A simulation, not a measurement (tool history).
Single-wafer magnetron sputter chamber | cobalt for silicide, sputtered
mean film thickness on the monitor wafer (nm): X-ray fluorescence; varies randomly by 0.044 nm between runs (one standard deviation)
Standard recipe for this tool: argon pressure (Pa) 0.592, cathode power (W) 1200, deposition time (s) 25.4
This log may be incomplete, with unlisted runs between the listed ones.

run	hour	argon pressure (Pa)	cathode power (W)	deposition time (s)	wafers since the last listed run	wafers on the sputter target	hours since the last manometer calibration	hours since the magnet pack was replaced	hours since the gauge calibration	read-back reference wafer on the same gauge, thickness_nm	mean film thickness on the monitor wafer (nm)
1	0.0	0.592	1200	25.4	0	6446	2302.7	7021.3	37.7	13.298	13.613
# hour 5.5: sputter target and shields replaced
2	35.1	0.453	1200	25.4	931	931	2337.8	7056.4	72.8	13.281	14.570
3	50.3	0.592	1200	25.4	478	1409	2353.0	7071.6	88.0	13.311	13.995
4	73.4	0.592	1200	25.4	726	2136	2376.1	7094.7	111.1	13.302	13.888
5	109.1	0.592	1200	25.4	1123	3259	2411.8	7130.4	146.8	13.292	13.829
6	141.6	0.592	1200	25.4	1022	4282	2444.3	7162.9	179.3	13.315	13.785
7	169.6	0.592	1200	25.4	881	5163	2472.3	7190.9	207.3	13.285	13.774
# hour 175.5: gauge calibrated
8	181.8	0.440	1100	22.5	383	5547	2484.5	7203.1	6.3	13.279	11.693
9	200.5	0.592	900	28.1	588	6135	2503.2	7221.8	25.0	13.289	11.353
# hour 218.4: magnet pack replaced
# hour 233.2: capacitance manometer re-zeroed and calibrated
# hour 239.9: sputter target and shields replaced
10	240.4	0.592	1200	25.4	541	16	7.2	22.0	64.9	13.294	14.046
11	256.5	0.592	1450	25.4	506	522	23.3	38.1	81.0	13.289	16.890
12	286.5	0.592	1200	26.9	943	1466	53.3	68.1	111.0	13.303	14.836
13	299.1	0.397	1200	29.2	396	1863	65.9	80.7	123.6	13.309	17.053
14	329.4	0.476	1200	25.4	953	2816	96.2	111.0	153.9	13.280	14.387

Consider 4 possible next runs. They are alternatives, not a sequence: every one starts from the tool as it was left by run 14. What does each give?
A	329.8	0.592	1200	23.8	12	2829	96.6	111.4	154.3	?	?
B	329.8	0.677	1000	25.4	12	2829	96.6	111.4	154.3	?	?
C	329.8	0.813	1200	25.4	12	2829	96.6	111.4	154.3	?	?
D	329.8	0.592	1200	29.2	12	2829	96.6	111.4	154.3	?	?

run	read-back reference wafer on the same gauge, thickness_nm	mean film thickness on the monitor wafer (nm)
A	13.286	12.897
B	13.286	11.148
C	13.286	12.789
D	13.286	15.823
With the hidden condition removed and each run's random variation left untouched, the same runs would have given:
run	mean film thickness on the monitor wafer (nm)
A	13.127
B	11.347
C	13.018
D	16.106

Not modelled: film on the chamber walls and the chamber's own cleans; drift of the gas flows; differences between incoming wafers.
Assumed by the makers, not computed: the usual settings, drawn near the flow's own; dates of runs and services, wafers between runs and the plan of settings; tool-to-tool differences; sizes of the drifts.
